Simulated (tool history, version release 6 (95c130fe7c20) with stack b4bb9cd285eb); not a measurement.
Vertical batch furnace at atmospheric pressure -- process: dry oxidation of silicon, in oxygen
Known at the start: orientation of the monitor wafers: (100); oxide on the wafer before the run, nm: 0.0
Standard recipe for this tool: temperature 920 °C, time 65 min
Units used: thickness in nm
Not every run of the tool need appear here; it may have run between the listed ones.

run,hour,temperature,time,"read-back reference wafer on the same gauge, thickness",thickness
1,0,920,65,26.28,24.07
2,20.2,920,65,26.32,23.92
3,45,920,65,26.31,23.99
4,58.2,920,65,26.28,23.89
5,74.8,920,65,26.27,23.96
6,90.3,920,65,26.31,23.96
7,126.2,920,45.5,26.33,19.02
# hour 165.5: thermocouples replaced and temperature profile calibrated
8,166,931,84,26.3,31.54
9,170.7,931,84,26.29,31.77
10,200.5,920,65,26.3,23.94
11,225.9,920,65,26.28,23.76
12,238.2,920,65,26.33,23.99
13,271.3,920,65,26.27,23.86
14,360.3,920,65,26.3,23.97
15,375.6,912,44.5,26.29,17.23
16,403,902,74,26.31,21.86
17,431.9,920,65,26.28,23.93
18,456.6,920,65,26.28,23.71
19,468.9,943,50,26.3,25.16
20,494.1,900,65,26.27,19.55
21,512.6,920,65,26.31,23.69
22,576.7,909,65,26.28,21.58
# hour 587.6: gauge calibrated
23,606.1,920,65,26.28,23.79
# hour 643.5: boat lift adjusted
24,644,909,65,26.29,22.16
25,648.7,920,65,26.28,24.69
26,669.5,943,52.5,26.3,27.12
27,738.7,920,53,26.29,21.59
28,771.6,920,65,26.3,24.84
29,860.7,920,65,26.26,24.93
30,887.3,932,76,26.27,30.87
31,916.5,912,38,26.28,16.01
32,946.6,908,90,26.28,27.52
33,980,901,90,26.29,25.38
34,997.4,928,50.5,26.3,22.65
35,1014.6,940,85.5,26.29,36.45
36,1043.4,933,92,26.28,35.26
37,1068.9,937,35.5,26.3,19.58
38,1090.6,920,65,26.26,24.53

What if the next run were any one of these 5? Each begins from the tool's condition after run 38:
A,1095.4,920,73,?,?
B,1095.4,904,34,?,?
C,1095.4,920,55,?,?
D,1095.4,920,90.5,?,?
E,1095.4,900,85,?,?

run,"read-back reference wafer on the same gauge, thickness",thickness
A,26.29,26.52
B,26.29,13.58
C,26.29,22
D,26.29,30.62
E,26.29,24.01
Take away the tool's hidden state, keep each run's random variation, and the runs would have read:
run,thickness
A,26.68
B,13.67
C,22.13
D,30.8
E,24.16
